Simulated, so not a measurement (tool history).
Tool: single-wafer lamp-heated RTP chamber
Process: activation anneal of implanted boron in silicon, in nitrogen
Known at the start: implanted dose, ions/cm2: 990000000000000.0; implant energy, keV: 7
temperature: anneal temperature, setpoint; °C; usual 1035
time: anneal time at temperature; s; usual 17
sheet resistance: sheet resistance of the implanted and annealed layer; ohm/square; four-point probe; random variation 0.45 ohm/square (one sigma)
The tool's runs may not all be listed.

run,hour,temperature,time,"read-back reference wafer on the same gauge, sheet resistance",sheet resistance
1,0.0,1018,17,137.87,142.15
2,53.0,1035,17,138.01,135.74
# hour 70.4: gauge calibrated
3,79.3,1035,17,137.98,135.88
# hour 108.0: pyrometer window cleaned and pyrometer calibrated
4,118.6,1035,17,137.92,139.52
5,175.2,1035,17,138.00,137.71
6,210.6,1035,17,137.92,137.72
7,281.9,1035,17,137.91,136.47
8,320.5,1035,17,138.01,136.09
9,392.3,1021,17,137.97,140.63
# hour 411.9: pyrometer window cleaned and pyrometer calibrated
10,451.6,1021,17,138.11,142.75
11,488.3,1035,17,138.02,137.17
12,537.7,1035,17,138.01,136.03
13,572.0,1035,17,138.09,136.68
14,636.2,1056,26,137.96,126.43
15,669.1,1035,17,138.01,135.32
16,698.5,1060,9,138.13,133.18
# hour 762.6: pyrometer window cleaned and pyrometer calibrated
17,763.1,1064,25,137.91,128.87
18,798.0,1035,25,138.08,135.95
# hour 833.6: reflector plate cleaned
19,847.4,1012,17,138.05,146.44
# hour 945.9: gauge calibrated
20,964.9,1035,17,138.05,136.20
21,994.6,1046,23,138.02,130.54
22,1053.7,1011,24,137.97,142.29
# hour 1114.5: pyrometer window cleaned and pyrometer calibrated
23,1223.4,1014,26,138.06,141.39
24,1261.5,1060,23,138.01,127.40
25,1312.5,1035,8,138.08,143.69
26,1336.7,1052,17,137.95,130.50

Forecast each of these 5 alternatives for the next run:
A,1337.1,1035,14,?,?
B,1337.1,1055,11,?,?
C,1337.1,1035,11,?,?
D,1337.1,1025,26,?,?
E,1337.1,1035,23,?,?

run,"read-back reference wafer on the same gauge, sheet resistance",sheet resistance
A,137.94,137.84
B,137.94,133.69
C,137.94,139.93
D,137.94,135.97
E,137.94,133.34
Without the tool's hidden state the same runs would have given:
run,sheet resistance
A,141.85
B,137.30
C,143.82
D,140.82
E,137.75
